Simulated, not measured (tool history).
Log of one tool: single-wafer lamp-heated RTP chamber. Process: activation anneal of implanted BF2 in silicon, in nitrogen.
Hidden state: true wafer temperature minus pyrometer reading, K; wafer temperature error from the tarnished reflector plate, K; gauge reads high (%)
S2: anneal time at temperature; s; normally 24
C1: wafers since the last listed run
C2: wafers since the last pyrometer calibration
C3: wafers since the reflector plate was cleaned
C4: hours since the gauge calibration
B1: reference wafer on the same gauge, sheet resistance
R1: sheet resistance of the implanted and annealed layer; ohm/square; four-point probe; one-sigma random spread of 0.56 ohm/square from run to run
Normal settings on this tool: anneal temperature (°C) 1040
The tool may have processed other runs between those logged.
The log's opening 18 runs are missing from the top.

Run 19, hour 222.9: usual settings but anneal temperature (°C) 1017, S2 36 s; C1 82; C2 136; C3 446; C4 410.9; B1 152.09. Result: R1 142.5 ohm/square.
Run 20, hour 231.2: usual settings but S2 11 s; C1 73; C2 209; C3 519; C4 419.2; B1 152. Result: R1 152.5 ohm/square.
Run 21, hour 241: usual settings but anneal temperature (°C) 1065, S2 12 s; C1 86; C2 296; C3 606; C4 429; B1 152.04. Result: R1 125.9 ohm/square.
Run 22, hour 251.9: usual settings but anneal temperature (°C) 1013, S2 38 s; C1 96; C2 393; C3 702; C4 439.9; B1 151.96. Result: R1 144.69 ohm/square.
Run 23, hour 259.5: usual settings but anneal temperature (°C) 1026; C1 67; C2 460; C3 770; C4 447.5; B1 151.88. Result: R1 143.3 ohm/square.
At hour 263.3: gauge calibrated.
Run 24, hour 273.3: usual settings; C1 122; C2 582; C3 892; C4 10; B1 151.99. Result: R1 130.4 ohm/square.
Run 25, hour 285: usual settings but S2 36 s; C1 103; C2 686; C3 995; C4 21.7; B1 151.95. Result: R1 120.24 ohm/square.
Run 26, hour 324.3: usual settings but anneal temperature (°C) 1066, S2 14 s; C1 347; C2 1033; C3 1343; C4 61; B1 152.11. Result: R1 120.01 ohm/square.
Run 27, hour 339.5: usual settings but anneal temperature (°C) 1051; C1 134; C2 1168; C3 1478; C4 76.2; B1 152. Result: R1 120.18 ohm/square.
Run 28, hour 346.4: usual settings but anneal temperature (°C) 1054, S2 36 s; C1 61; C2 1229; C3 1539; C4 83.1; B1 151.9. Result: R1 107.92 ohm/square.
Run 29, hour 354.6: usual settings; C1 72; C2 1302; C3 1611; C4 91.3; B1 152.16. Result: R1 129.64 ohm/square.
Run 30, hour 371.8: usual settings; C1 152; C2 1454; C3 1764; C4 108.5; B1 151.83. Result: R1 128.79 ohm/square.
Run 31, hour 386.7: usual settings but anneal temperature (°C) 1069, S2 30 s; C1 131; C2 1586; C3 1895; C4 123.4; B1 152.07. Result: R1 98.35 ohm/square.
Run 32, hour 399.7: usual settings; C1 115; C2 1701; C3 2011; C4 136.4; B1 152.01. Result: R1 128.56 ohm/square.
Run 33, hour 417.2: usual settings but anneal temperature (°C) 1016, S2 29 s; C1 154; C2 1856; C3 2165; C4 153.9; B1 152.01. Result: R1 146 ohm/square.
Run 34, hour 426: usual settings but anneal temperature (°C) 1017, S2 10 s; C1 77; C2 1934; C3 2243; C4 162.7; B1 152.05. Result: R1 180.78 ohm/square.
Run 35, hour 473.6: usual settings; C1 421; C2 2355; C3 2665; C4 210.3; B1 152. Result: R1 128.37 ohm/square.
Run 36, hour 486.5: usual settings but anneal temperature (°C) 1056; C1 114; C2 2469; C3 2779; C4 223.2; B1 151.98. Result: R1 114.55 ohm/square.
Run 37, hour 528.6: usual settings but anneal temperature (°C) 1060; C1 372; C2 2842; C3 3151; C4 265.3; B1 152.09. Result: R1 109.79 ohm/square.

4 options for the next run, each taken on its own from the tool as it stands now. Forecast them:
Run A, hour 529: usual settings; C1 3; C2 2845; C3 3155; C4 265.7; B1 ?. Result: R1 ?.
Run B, hour 529: usual settings but anneal temperature (°C) 1050, S2 37 s; C1 3; C2 2845; C3 3155; C4 265.7; B1 ?. Result: R1 ?.
Run C, hour 529: usual settings but S2 18 s; C1 3; C2 2845; C3 3155; C4 265.7; B1 ?. Result: R1 ?.
Run D, hour 529: usual settings but anneal temperature (°C) 1029, S2 29 s; C1 3; C2 2845; C3 3155; C4 265.7; B1 ?. Result: R1 ?.

run      B1      R1
  A  151.97  127.62
  B  151.97  108.65
  C  151.97  134.76
  D  151.97  132.24
With the hidden condition removed and each run's random variation left untouched, the same runs would have given:
run      R1
  A  133.35
  B  113.95
  C  141.04
  D  138.08

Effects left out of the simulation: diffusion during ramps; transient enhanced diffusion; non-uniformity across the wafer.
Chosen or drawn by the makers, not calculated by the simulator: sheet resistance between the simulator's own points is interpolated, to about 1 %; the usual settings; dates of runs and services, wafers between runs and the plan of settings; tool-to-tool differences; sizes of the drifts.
